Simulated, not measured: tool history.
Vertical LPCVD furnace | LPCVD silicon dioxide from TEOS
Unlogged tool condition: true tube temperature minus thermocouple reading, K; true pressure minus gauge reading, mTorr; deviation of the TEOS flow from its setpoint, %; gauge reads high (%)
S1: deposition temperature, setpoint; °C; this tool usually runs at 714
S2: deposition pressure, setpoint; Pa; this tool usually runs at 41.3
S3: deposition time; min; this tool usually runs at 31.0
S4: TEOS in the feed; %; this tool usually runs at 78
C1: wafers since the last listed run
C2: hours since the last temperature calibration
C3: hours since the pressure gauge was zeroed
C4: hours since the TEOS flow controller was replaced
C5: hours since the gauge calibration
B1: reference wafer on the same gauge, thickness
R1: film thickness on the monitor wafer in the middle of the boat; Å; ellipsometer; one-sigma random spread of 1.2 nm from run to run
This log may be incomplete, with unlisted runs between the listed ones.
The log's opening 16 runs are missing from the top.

run    hour   S1    S2    S3  S4    C1      C2      C3      C4      C5      B1      R1
 17   739.5  714  41.3  31.0  78   460   210.9  3289.1   371.0   767.9  361.97  3753.0
 18   807.8  703  46.7  25.0  93   789   279.2  3357.4   439.3   836.2  361.76  2748.9
 19   879.6  714  41.3  31.0  78   830   351.0  3429.2   511.1   908.0  361.83  3762.1
 20   916.8  714  32.7  31.0  78   430   388.2  3466.4   548.3   945.2  361.90  3323.9
      941.7  -- pressure gauge zeroed
 21   987.8  714  41.3  31.0  78   543   459.2    46.1   619.3  1016.2  362.02  3898.5
 22  1032.6  721  33.3  21.5  91   517   504.0    90.9   664.1  1061.0  362.17  3073.5
 23  1076.9  720  47.3  40.5  87   512   548.3   135.2   708.4  1105.3  361.78  6551.9
 24  1130.7  705  36.0  37.0  78   622   602.1   189.0   762.2  1159.1  361.91  3539.5
 25  1174.8  708  48.0  31.0  89   509   646.2   233.1   806.3  1203.2  361.56  3913.6
 26  1241.8  714  41.3  35.5  78   774   713.2   300.1   873.3  1270.2  362.31  4452.7
 27  1289.7  714  31.3  19.5  78   553   761.1   348.0   921.2  1318.1  361.93  2123.2
 28  1350.8  714  41.3  31.0  78   706   822.2   409.1   982.3  1379.2  362.30  3900.1
 29  1383.1  710  32.7  41.5  78   373   854.5   441.4  1014.6  1411.5  362.04  4233.3
 30  1589.3  714  41.3  31.0  78  2383  1060.7   647.6  1220.8  1617.7  361.85  3924.9

Each row is a separate what-if for the run after 30, all from the same tool condition, not one after another. Results?
  A  1594.2  714  41.3  31.0  78  56  1065.6  652.5  1225.7  1622.6   ?   ?
  B  1594.2  714  45.3  39.0  93  56  1065.6  652.5  1225.7  1622.6   ?   ?
  C  1594.2  722  44.0  31.0  68  56  1065.6  652.5  1225.7  1622.6   ?   ?
  D  1594.2  726  44.0  22.0  71  56  1065.6  652.5  1225.7  1622.6   ?   ?
  E  1594.2  703  41.3  19.0  73  56  1065.6  652.5  1225.7  1622.6   ?   ?

run      B1      R1
  A  362.06  3884.6
  B  362.06  5593.0
  C  362.06  4477.6
  D  362.06  3546.9
  E  362.06  1792.4
Without the tool's unlogged condition, the same runs would have read:
run      R1
  A  3814.4
  B  5487.7
  C  4396.3
  D  3483.2
  E  1759.0
